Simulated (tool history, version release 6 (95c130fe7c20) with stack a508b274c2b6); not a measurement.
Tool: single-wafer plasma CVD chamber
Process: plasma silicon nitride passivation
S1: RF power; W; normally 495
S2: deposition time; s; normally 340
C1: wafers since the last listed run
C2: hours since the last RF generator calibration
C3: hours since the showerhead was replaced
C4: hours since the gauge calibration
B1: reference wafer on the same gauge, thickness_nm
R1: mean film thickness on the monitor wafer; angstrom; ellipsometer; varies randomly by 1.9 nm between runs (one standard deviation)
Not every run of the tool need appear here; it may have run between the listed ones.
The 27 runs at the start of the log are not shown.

| run | hour | S1 | S2 | C1 | C2 | C3 | C4 | B1 | R1 |
|---|---|---|---|---|---|---|---|---|---|
| 28 | 713.7 | 430 | 405 | 136 | 296.8 | 340.2 | 706.3 | 506.852 | 5643.47 |
| 29 | 743.7 | 495 | 340 | 198 | 326.8 | 370.2 | 736.3 | 506.65 | 4855.65 |
| 30 | 760.2 | 495 | 340 | 109 | 343.3 | 386.7 | 752.8 | 506.568 | 4845.97 |
|  | 768.2 | gauge calibrated |
| 31 | 795 | 550 | 393 | 230 | 378.1 | 421.5 | 26.8 | 507.062 | 5693.81 |
| 32 | 807.9 | 535 | 283 | 85 | 391 | 434.4 | 39.7 | 506.953 | 4066.88 |
| 33 | 835 | 495 | 340 | 179 | 418.1 | 461.5 | 66.8 | 506.476 | 4842.19 |
| 34 | 858.5 | 495 | 366 | 155 | 441.6 | 485 | 90.3 | 506.76 | 5243.7 |
| 35 | 888.8 | 545 | 340 | 200 | 471.9 | 515.3 | 120.6 | 507.241 | 4904.83 |
| 36 | 907.6 | 435 | 390 | 124 | 490.7 | 534.1 | 139.4 | 506.993 | 5431.32 |
| 37 | 934.9 | 400 | 367 | 180 | 518 | 561.4 | 166.7 | 506.762 | 5059.15 |

Expected results for the next run?
| 38 | 952.6 | 495 | 340 | 117 | 535.7 | 579.1 | 184.4 | ? | ? |

Run 38 measured B1 506.893, R1 4828.91 angstrom.
The same run, on a tool lacking any hidden state, would have yielded R1 4828.91 angstrom.
